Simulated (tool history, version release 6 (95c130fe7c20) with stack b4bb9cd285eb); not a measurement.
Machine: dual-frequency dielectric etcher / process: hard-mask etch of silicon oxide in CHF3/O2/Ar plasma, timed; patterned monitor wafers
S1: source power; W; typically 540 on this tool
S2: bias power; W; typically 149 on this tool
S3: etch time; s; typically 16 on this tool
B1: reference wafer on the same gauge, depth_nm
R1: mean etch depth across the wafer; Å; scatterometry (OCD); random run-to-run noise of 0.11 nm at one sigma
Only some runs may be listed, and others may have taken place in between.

run   hour   S1   S2    S3     B1     R1
  1      0  540  149    16  33.09  294.7
  2   18.2  540  149    16  33.13  296.2
  3     40  540  149    16  33.08  294.1
  4   61.3  650  149    16   33.1  312.2
  5   78.7  650  149    16  33.04  312.5
  6  103.1  540  149  17.5  33.09  320.2
  7  136.4  540  149    16  33.08  290.3
  8  160.2  540  159    16  33.09  296.9
  9  176.9  540  160    16   33.1  297.7
 10  205.2  540  160    16  33.08  296.8
 11  221.5  540  163    16  33.14  296.6
 12  237.8  540  163    16  33.11  297.5
 13  259.6  460  174    19  33.11  341.4
 14  287.3  540  135    16  33.12  276.5
     308.1  -- gauge calibrated
     326.9  -- wet clean of the chamber
 15  327.4  680  149  18.5  33.11  375.9
     343.5  -- source power generator calibrated
 16    344  620  149  14.5  33.11  287.3
 17  369.8  540  149    12  33.05  224.7
     393.1  -- bias power generator calibrated
     405.7  -- upper electrode replaced
 18  406.2  540  149    16  33.14  299.6
 19  406.6  540  149    16  33.09  299.1
 20  426.6  540  166  11.5  33.15  221.1
 21  440.5  540  127  19.5   33.1  343.2
 22  475.9  540  166  11.5  33.08  221.4
 23  490.6  410  131  18.5  33.09  299.9
 24  517.9  540  166  11.5  33.09  219.3
 25    536  450  184    16   33.1  296.5

4 options for the next run, each taken on its own from the tool as it stands now. Forecast them:
  A  536.4  540  149    16   ?   ?
  B  536.4  600  149    16   ?   ?
  C  536.4  440  149  12.5   ?   ?
  D  536.4  500  185  20.5   ?   ?

run     B1     R1
  A  33.07  294.9
  B  33.07  305.9
  C  33.07  214.8
  D  33.07  395.3
Without the tool's unlogged condition, the same runs would have read:
run     R1
  A  301.4
  B  312.7
  C  219.6
  D    404

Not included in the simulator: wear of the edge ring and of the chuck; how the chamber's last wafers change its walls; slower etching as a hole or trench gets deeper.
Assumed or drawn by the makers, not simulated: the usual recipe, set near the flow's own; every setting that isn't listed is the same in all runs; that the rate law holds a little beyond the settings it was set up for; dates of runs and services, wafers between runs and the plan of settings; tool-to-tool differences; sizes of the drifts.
